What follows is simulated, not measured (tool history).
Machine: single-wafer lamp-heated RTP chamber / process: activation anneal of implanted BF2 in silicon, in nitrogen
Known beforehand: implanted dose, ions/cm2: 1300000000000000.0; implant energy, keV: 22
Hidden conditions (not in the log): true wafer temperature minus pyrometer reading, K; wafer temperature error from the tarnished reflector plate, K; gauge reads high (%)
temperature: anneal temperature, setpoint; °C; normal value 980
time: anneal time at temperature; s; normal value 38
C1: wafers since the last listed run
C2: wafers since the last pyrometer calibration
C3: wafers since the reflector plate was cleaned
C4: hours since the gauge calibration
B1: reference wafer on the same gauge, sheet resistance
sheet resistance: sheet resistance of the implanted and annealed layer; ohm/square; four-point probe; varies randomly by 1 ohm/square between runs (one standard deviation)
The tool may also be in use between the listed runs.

Run 1, hour 0: usual settings but temperature 993 °C, time 52 s; C1 0; C2 2658; C3 885; C4 196.4; B1 158.64. Result: sheet resistance 149.5 ohm/square.
At hour 7.2: gauge calibrated.
Run 2, hour 9.1: usual settings but temperature 992 °C; C1 116; C2 2774; C3 1001; C4 1.9; B1 158.76. Result: sheet resistance 160.96 ohm/square.
Run 3, hour 21.4: usual settings but temperature 992 °C; C1 157; C2 2931; C3 1159; C4 14.2; B1 158.89. Result: sheet resistance 161.17 ohm/square.
Run 4, hour 35.5: usual settings but temperature 992 °C; C1 180; C2 3111; C3 1339; C4 28.3; B1 158.93. Result: sheet resistance 158.59 ohm/square.
Run 5, hour 47.4: usual settings but time 56 s; C1 152; C2 3263; C3 1491; C4 40.2; B1 159.11. Result: sheet resistance 165.6 ohm/square.
Run 6, hour 63.6: usual settings but temperature 968 °C, time 26 s; C1 207; C2 3470; C3 1698; C4 56.4; B1 159.1. Result: sheet resistance 209.56 ohm/square.
Run 7, hour 75.1: usual settings; C1 146; C2 3617; C3 1845; C4 67.9; B1 158.93. Result: sheet resistance 176.5 ohm/square.
Run 8, hour 87.9: usual settings; C1 163; C2 3781; C3 2009; C4 80.7; B1 159.26. Result: sheet resistance 175.67 ohm/square.
Run 9, hour 98.9: usual settings; C1 140; C2 3922; C3 2149; C4 91.7; B1 158.93. Result: sheet resistance 174.17 ohm/square.
Run 10, hour 107.6: usual settings; C1 111; C2 4033; C3 2260; C4 100.4; B1 158.86. Result: sheet resistance 174.87 ohm/square.
Run 11, hour 123: usual settings but temperature 1002 °C; C1 196; C2 4230; C3 2457; C4 115.8; B1 159.11. Result: sheet resistance 144.79 ohm/square.
Run 12, hour 135: usual settings but temperature 1002 °C; C1 153; C2 4383; C3 2611; C4 127.8; B1 158.85. Result: sheet resistance 145.11 ohm/square.
Run 13, hour 143.7: usual settings but temperature 1002 °C; C1 111; C2 4494; C3 2722; C4 136.5; B1 159.07. Result: sheet resistance 145.32 ohm/square.
Run 14, hour 159.8: usual settings; C1 205; C2 4700; C3 2928; C4 152.6; B1 159.02. Result: sheet resistance 172.46 ohm/square.
Run 15, hour 168: usual settings; C1 104; C2 4805; C3 3033; C4 160.8; B1 159.2. Result: sheet resistance 172.02 ohm/square.
Run 16, hour 175.4: usual settings; C1 94; C2 4900; C3 3127; C4 168.2; B1 159.09. Result: sheet resistance 171.36 ohm/square.
At hour 184.3: reflector plate cleaned.
Run 17, hour 188.3: usual settings; C1 62; C2 4962; C3 51; C4 181.1; B1 159.02. Result: sheet resistance 175.93 ohm/square.
Run 18, hour 205.5: usual settings but temperature 964 °C, time 53 s; C1 219; C2 5182; C3 271; C4 198.3; B1 159. Result: sheet resistance 190.92 ohm/square.
Run 19, hour 219.4: usual settings; C1 177; C2 5360; C3 449; C4 212.2; B1 158.75. Result: sheet resistance 175.56 ohm/square.
Run 20, hour 230.8: usual settings but temperature 969 °C, time 28 s; C1 145; C2 5505; C3 594; C4 223.6; B1 158.81. Result: sheet resistance 200.12 ohm/square.
At hour 231.4: gauge calibrated.
At hour 245: pyrometer window cleaned and pyrometer calibrated.
Run 21, hour 245.5: usual settings; C1 85; C2 6; C3 680; C4 14.1; B1 158.87. Result: sheet resistance 178.68 ohm/square.
Run 22, hour 255.9: usual settings; C1 132; C2 139; C3 813; C4 24.5; B1 158.9. Result: sheet resistance 178.92 ohm/square.
Run 23, hour 262.5: usual settings but temperature 954 °C, time 45 s; C1 84; C2 224; C3 897; C4 31.1; B1 159.07. Result: sheet resistance 221.22 ohm/square.
Run 24, hour 268.7: usual settings but temperature 958 °C, time 50 s; C1 79; C2 303; C3 977; C4 37.3; B1 158.78. Result: sheet resistance 208.69 ohm/square.
Run 25, hour 282.4: usual settings but temperature 993 °C, time 57 s; C1 175; C2 478; C3 1152; C4 51; B1 158.96. Result: sheet resistance 148.52 ohm/square.
Run 26, hour 289: usual settings but temperature 971 °C; C1 84; C2 562; C3 1236; C4 57.6; B1 159.02. Result: sheet resistance 193.13 ohm/square.
Run 27, hour 304.6: usual settings but temperature 1004 °C, time 55 s; C1 199; C2 762; C3 1436; C4 73.2; B1 158.86. Result: sheet resistance 137.92 ohm/square.
Run 28, hour 318.7: usual settings but temperature 954 °C, time 46 s; C1 180; C2 942; C3 1616; C4 87.3; B1 159.15. Result: sheet resistance 217.56 ohm/square.
Run 29, hour 326.9: usual settings but temperature 995 °C, time 57 s; C1 104; C2 1047; C3 1721; C4 95.5; B1 159.01. Result: sheet resistance 145.18 ohm/square.
Run 30, hour 334.5: usual settings but temperature 958 °C, time 49 s; C1 97; C2 1144; C3 1818; C4 103.1; B1 158.99. Result: sheet resistance 209.19 ohm/square.
Run 31, hour 375.2: usual settings; C1 520; C2 1664; C3 2338; C4 143.8; B1 159.09. Result: sheet resistance 176.94 ohm/square.
Run 32, hour 389: usual settings; C1 176; C2 1841; C3 2514; C4 157.6; B1 158.97. Result: sheet resistance 177.28 ohm/square.
Run 33, hour 396.2: usual settings but temperature 1004 °C, time 15 s; C1 92; C2 1933; C3 2606; C4 164.8; B1 158.91. Result: sheet resistance 166.85 ohm/square.

Measured minus without-hidden-state, run by run (identical run-to-run variation in each term; gauge scatter may differ):
run  sheet resistance
  1             -1.69
  2             -2.08
  3             -2.35
  4             -2.65
  5             -3.44
  6             -4.26
  7             -4.38
  8             -4.85
  9             -5.24
 10             -5.63
 11              -4.6
 12             -5.02
 13             -5.33
 14             -8.02
 15             -8.44
 16              -8.8
 17             -5.96
 18             -7.61
 19             -6.83
 20              -7.6
 21             -1.08
 22             -1.17
 23             -1.49
 24             -1.58
 25             -1.12
 26             -1.73
 27             -1.14
 28             -2.59
 29             -1.66
 30             -3.05
 31              -3.7
 32             -4.17
 33             -3.45

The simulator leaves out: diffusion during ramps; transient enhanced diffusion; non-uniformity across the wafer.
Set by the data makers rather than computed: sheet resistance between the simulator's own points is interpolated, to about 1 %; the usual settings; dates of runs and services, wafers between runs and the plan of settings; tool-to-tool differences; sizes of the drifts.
